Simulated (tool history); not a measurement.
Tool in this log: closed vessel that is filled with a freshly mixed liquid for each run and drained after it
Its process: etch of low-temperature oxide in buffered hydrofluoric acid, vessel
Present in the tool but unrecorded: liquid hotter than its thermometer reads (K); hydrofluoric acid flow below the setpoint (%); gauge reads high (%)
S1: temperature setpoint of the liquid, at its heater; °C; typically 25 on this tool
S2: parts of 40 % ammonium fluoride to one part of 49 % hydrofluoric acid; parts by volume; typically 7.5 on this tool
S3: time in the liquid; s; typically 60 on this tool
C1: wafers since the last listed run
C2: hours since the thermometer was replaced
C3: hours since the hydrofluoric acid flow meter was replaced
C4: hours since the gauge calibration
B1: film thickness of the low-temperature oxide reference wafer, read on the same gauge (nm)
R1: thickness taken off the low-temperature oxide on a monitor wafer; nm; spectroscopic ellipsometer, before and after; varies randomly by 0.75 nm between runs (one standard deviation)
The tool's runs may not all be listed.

| run | hour | S1 | S2 | S3 | C1 | C2 | C3 | C4 | B1 | R1 |
|---|---|---|---|---|---|---|---|---|---|---|
| 1 | 0 | 28.5 | 7.5 | 60 | 0 | 296.6 | 71.9 | 582 | 101.95 | 287.28 |
| 2 | 91 | 25 | 7.5 | 60 | 6711 | 387.6 | 162.9 | 673 | 102.32 | 240.53 |
| 3 | 146.5 | 25 | 7.5 | 60 | 4093 | 443.1 | 218.4 | 728.5 | 102.51 | 239.41 |
| 4 | 182.5 | 25 | 7.5 | 60 | 2655 | 479.1 | 254.4 | 764.5 | 102.65 | 239.64 |
|  | 224.3 | gauge calibrated |
| 5 | 271.1 | 25 | 6 | 60 | 6534 | 567.7 | 343 | 46.8 | 100.46 | 289.55 |
| 6 | 330.2 | 27.5 | 8.5 | 60 | 4358 | 626.8 | 402.1 | 105.9 | 100.69 | 236.64 |
|  | 354.5 | hydrofluoric acid flow meter replaced |
| 7 | 390.5 | 27.5 | 8.5 | 60 | 4373 | 687.1 | 36 | 166.2 | 100.94 | 236.75 |
| 8 | 431.6 | 25 | 7.5 | 50 | 3031 | 728.2 | 77.1 | 207.3 | 101.09 | 197.01 |
| 9 | 521.2 | 25 | 10 | 60 | 6608 | 817.8 | 166.7 | 296.9 | 101.41 | 182.49 |
| 10 | 571.8 | 21.5 | 7.5 | 60 | 3731 | 868.4 | 217.3 | 347.5 | 101.6 | 195.8 |
| 11 | 671.9 | 25 | 7.5 | 60 | 7382 | 968.5 | 317.4 | 447.6 | 101.99 | 240.31 |
| 12 | 718.2 | 25 | 7.5 | 60 | 3414 | 1014.8 | 363.7 | 493.9 | 102.17 | 240.02 |
|  | 748.3 | hydrofluoric acid flow meter replaced |
| 13 | 792.8 | 25 | 7.5 | 30 | 5428 | 1089.4 | 44.5 | 568.5 | 102.46 | 120 |
| 14 | 837.7 | 25 | 9.5 | 70 | 3311 | 1134.3 | 89.4 | 613.4 | 102.62 | 222.67 |
| 15 | 883.3 | 25 | 7.5 | 60 | 3363 | 1179.9 | 135 | 659 | 102.81 | 241.1 |
| 16 | 937.5 | 28.5 | 6.5 | 30 | 3997 | 1234.1 | 189.2 | 713.2 | 103.02 | 166.57 |
| 17 | 1017.8 | 25 | 5 | 75 | 5922 | 1314.4 | 269.5 | 793.5 | 103.32 | 431.9 |
| 18 | 1076.1 | 25 | 7.5 | 35 | 4299 | 1372.7 | 327.8 | 851.8 | 103.54 | 141.55 |
| 19 | 1144.9 | 25 | 7.5 | 60 | 5074 | 1441.5 | 396.6 | 920.6 | 103.79 | 242.91 |
|  | 1158.9 | gauge calibrated |
|  | 1169 | hydrofluoric acid flow meter replaced |
|  | 1175.1 | thermometer replaced |
| 20 | 1226.6 | 23 | 6.5 | 70 | 5877 | 51.5 | 57.6 | 67.7 | 99.92 | 282.48 |
| 21 | 1290 | 20.5 | 7.5 | 85 | 4675 | 114.9 | 121 | 131.1 | 100.14 | 258.7 |
| 22 | 1551.6 | 25 | 7.5 | 60 | 19293 | 376.5 | 382.6 | 392.7 | 101.14 | 236.88 |
|  | 1590.3 | hydrofluoric acid flow meter replaced |
| 23 | 1614.1 | 25 | 7.5 | 60 | 4535 | 439 | 23.8 | 455.2 | 101.4 | 237.95 |
| 24 | 1685.8 | 29 | 7.5 | 60 | 5287 | 510.7 | 95.5 | 526.9 | 101.66 | 295.16 |

What would each run have given without the hidden state, its run-to-run variation left as it was?
| run | R1 |
|---|---|
| 1 | 281.76 |
| 2 | 235.11 |
| 3 | 233.53 |
| 4 | 233.44 |
| 5 | 288.22 |
| 6 | 235.02 |
| 7 | 234.6 |
| 8 | 194.92 |
| 9 | 179.94 |
| 10 | 192.7 |
| 11 | 235.61 |
| 12 | 234.92 |
| 13 | 117.12 |
| 14 | 216.97 |
| 15 | 234.53 |
| 16 | 161.71 |
| 17 | 418.05 |
| 18 | 136.72 |
| 19 | 234.02 |
| 20 | 282.77 |
| 21 | 258.33 |
| 22 | 234.21 |
| 23 | 234.71 |
| 24 | 290.36 |
